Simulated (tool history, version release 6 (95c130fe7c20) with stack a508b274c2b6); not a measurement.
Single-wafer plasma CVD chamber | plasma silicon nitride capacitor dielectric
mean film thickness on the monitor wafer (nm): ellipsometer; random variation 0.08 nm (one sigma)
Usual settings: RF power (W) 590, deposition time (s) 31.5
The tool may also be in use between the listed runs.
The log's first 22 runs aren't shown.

run	hour	RF power (W)	deposition time (s)	wafers since the last listed run	hours since the last RF generator calibration	hours since the showerhead was replaced	hours since the gauge calibration	read-back reference wafer on the same gauge, thickness_nm	mean film thickness on the monitor wafer (nm)
23	271.8	520	31.5	229	144.2	43.2	93.7	57.841	51.353
24	281.3	590	31.5	229	153.7	52.7	103.2	57.802	52.891
25	287.9	495	36.2	159	160.3	59.3	109.8	57.778	58.146
26	298.4	590	34.1	253	170.8	69.8	120.3	57.797	57.365
27	304.9	680	27.4	156	177.3	76.3	126.8	57.827	47.860
28	312.1	490	29.7	173	184.5	83.5	134.0	57.815	47.613
29	324.7	590	31.5	303	197.1	96.1	146.6	57.807	52.959
30	335.9	635	37.0	269	208.3	107.3	157.8	57.798	63.391
31	342.4	555	29.8	156	214.8	113.8	164.3	57.802	49.398
32	352.4	590	25.9	241	224.8	123.8	174.3	57.800	43.533
33	365.0	680	28.9	303	237.4	136.4	186.9	57.790	50.530

Forecast run 34:
34	379.2	590	37.6	342	251.6	150.6	201.1	?	?

read-back reference wafer on the same gauge, thickness_nm: 57.805
mean film thickness on the monitor wafer (nm): 63.311
Without the tool's hidden state the same run would have given mean film thickness on the monitor wafer (nm) 63.394.
